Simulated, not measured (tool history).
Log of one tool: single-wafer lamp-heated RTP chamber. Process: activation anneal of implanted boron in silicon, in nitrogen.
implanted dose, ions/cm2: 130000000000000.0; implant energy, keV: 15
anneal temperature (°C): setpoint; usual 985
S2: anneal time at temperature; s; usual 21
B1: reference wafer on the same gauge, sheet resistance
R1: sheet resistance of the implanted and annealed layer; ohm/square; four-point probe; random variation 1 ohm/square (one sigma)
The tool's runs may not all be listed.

{"run": 1, "day": 0.0, "anneal temperature (°C)": 967, "S2": 21, "B1": 662.01, "R1": 674.91}
{"run": 2, "day": 3.221, "anneal temperature (°C)": 997, "S2": 30, "B1": 661.86, "R1": 661.6}
{"day": 5.062, "done": "reflector plate cleaned"}
{"run": 3, "day": 6.029, "anneal temperature (°C)": 997, "S2": 30, "B1": 662.03, "R1": 661.04}
{"day": 7.992, "done": "pyrometer window cleaned and pyrometer calibrated"}
{"run": 4, "day": 10.238, "anneal temperature (°C)": 985, "S2": 21, "B1": 662.02, "R1": 665.33}
{"run": 5, "day": 12.017, "anneal temperature (°C)": 998, "S2": 14, "B1": 661.92, "R1": 662.83}
{"run": 6, "day": 14.804, "anneal temperature (°C)": 998, "S2": 14, "B1": 661.77, "R1": 662.7}
{"run": 7, "day": 16.646, "anneal temperature (°C)": 998, "S2": 14, "B1": 661.88, "R1": 663.33}
{"day": 19.042, "done": "reflector plate cleaned"}
{"day": 23.496, "done": "pyrometer window cleaned and pyrometer calibrated"}
{"run": 8, "day": 25.633, "anneal temperature (°C)": 1001, "S2": 21, "B1": 662.4, "R1": 662.65}
{"run": 9, "day": 28.779, "anneal temperature (°C)": 994, "S2": 16, "B1": 661.92, "R1": 662.25}
{"day": 32.571, "done": "gauge calibrated"}
{"run": 10, "day": 33.221, "anneal temperature (°C)": 985, "S2": 32, "B1": 661.66, "R1": 662.41}
{"day": 33.862, "done": "reflector plate cleaned"}
{"day": 35.917, "done": "pyrometer window cleaned and pyrometer calibrated"}
{"run": 11, "day": 37.625, "anneal temperature (°C)": 985, "S2": 21, "B1": 662.18, "R1": 665.09}
{"run": 12, "day": 40.808, "anneal temperature (°C)": 993, "S2": 30, "B1": 662.11, "R1": 662.64}
{"run": 13, "day": 44.771, "anneal temperature (°C)": 976, "S2": 21, "B1": 662.2, "R1": 667.47}
{"day": 47.921, "done": "pyrometer window cleaned and pyrometer calibrated"}
{"run": 14, "day": 48.267, "anneal temperature (°C)": 967, "S2": 21, "B1": 662.08, "R1": 675.54}
{"day": 48.721, "done": "reflector plate cleaned"}
{"run": 15, "day": 56.846, "anneal temperature (°C)": 975, "S2": 29, "B1": 662.1, "R1": 667.33}
{"run": 16, "day": 60.171, "anneal temperature (°C)": 985, "S2": 21, "B1": 661.97, "R1": 662.92}

5 ways to go on from here, each from the tool as it stands after run 16. What would each give?
{"run": "A", "day": 60.188, "anneal temperature (°C)": 985, "S2": 25, "B1": "?", "R1": "?"}
{"run": "B", "day": 60.188, "anneal temperature (°C)": 985, "S2": 12, "B1": "?", "R1": "?"}
{"run": "C", "day": 60.188, "anneal temperature (°C)": 1011, "S2": 29, "B1": "?", "R1": "?"}
{"run": "D", "day": 60.188, "anneal temperature (°C)": 971, "S2": 21, "B1": "?", "R1": "?"}
{"run": "E", "day": 60.188, "anneal temperature (°C)": 993, "S2": 21, "B1": "?", "R1": "?"}

run=A B1=661.96 R1=663.3
run=B B1=661.96 R1=666.1
run=C B1=661.96 R1=659.26
run=D B1=661.96 R1=670.7
run=E B1=661.96 R1=662.31
Without the tool's hidden state the same runs would have given:
run=A R1=663.3
run=B R1=666.1
run=C R1=659.26
run=D R1=670.7
run=E R1=662.31
